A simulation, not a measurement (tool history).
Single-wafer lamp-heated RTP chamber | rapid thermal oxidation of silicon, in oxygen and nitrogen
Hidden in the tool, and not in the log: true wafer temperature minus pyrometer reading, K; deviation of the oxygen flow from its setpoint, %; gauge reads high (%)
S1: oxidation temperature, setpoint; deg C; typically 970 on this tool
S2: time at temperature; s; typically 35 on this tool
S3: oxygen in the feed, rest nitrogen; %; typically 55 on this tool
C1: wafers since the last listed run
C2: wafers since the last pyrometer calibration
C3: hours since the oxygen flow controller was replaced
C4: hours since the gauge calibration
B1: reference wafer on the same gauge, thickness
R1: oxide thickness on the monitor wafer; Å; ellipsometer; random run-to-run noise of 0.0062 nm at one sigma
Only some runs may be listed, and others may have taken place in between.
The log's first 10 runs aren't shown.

run	day	S1	S2	S3	C1	C2	C3	C4	B1	R1
11	32.504	970	35	67	440	2389	519.9	2343.7	2.630	34.29
12	35.925	970	35	55	798	3187	602.0	2425.8	2.630	32.56
13	41.162	970	35	55	1223	4411	727.7	2551.5	2.629	32.74
14	43.033	970	35	55	436	4847	772.6	2596.4	2.631	32.74
15	46.008	991	35	37	694	5542	844.0	2667.8	2.629	33.16
# day 48.612: pyrometer window cleaned and pyrometer calibrated
16	48.633	947	35	85	535	5	907.0	2730.8	2.630	31.92
17	50.912	942	35	44	532	537	961.7	2785.5	2.630	27.13
18	53.942	986	45	71	707	1244	1034.4	2858.2	2.631	42.69
19	56.321	970	35	55	555	1800	1091.5	2915.3	2.630	32.58
20	57.862	970	35	55	360	2160	1128.5	2952.3	2.629	32.58
21	62.288	991	35	37	1033	3193	1234.7	3058.5	2.630	33.01
22	65.883	991	35	55	839	4033	1321.0	3144.8	2.630	36.87
# day 72.925: gauge calibrated
23	76.517	970	35	55	2483	6516	1576.2	86.2	2.630	32.57
24	78.396	954	35	28	438	6955	1621.3	131.3	2.630	26.51
# day 79.638: pyrometer window cleaned and pyrometer calibrated
25	80.083	970	40	55	316	104	1661.8	171.8	2.629	33.93
26	84.083	970	35	55	934	1038	1757.8	267.8	2.630	32.33
27	85.858	970	47	55	414	1452	1800.4	310.4	2.630	35.96
28	89.667	962	35	55	889	2342	1891.8	401.8	2.630	31.09
29	94.133	970	35	71	1043	3385	1999.0	509.0	2.630	34.71

For run 30, what comes out?
30	97.242	970	35	82	725	4111	2073.6	583.6	?	?

Run 30 yielded B1 2.630, R1 36.39 Å.
Were there no unlogged condition in the tool, this run, its random variation unchanged, would have produced R1 36.33 Å.
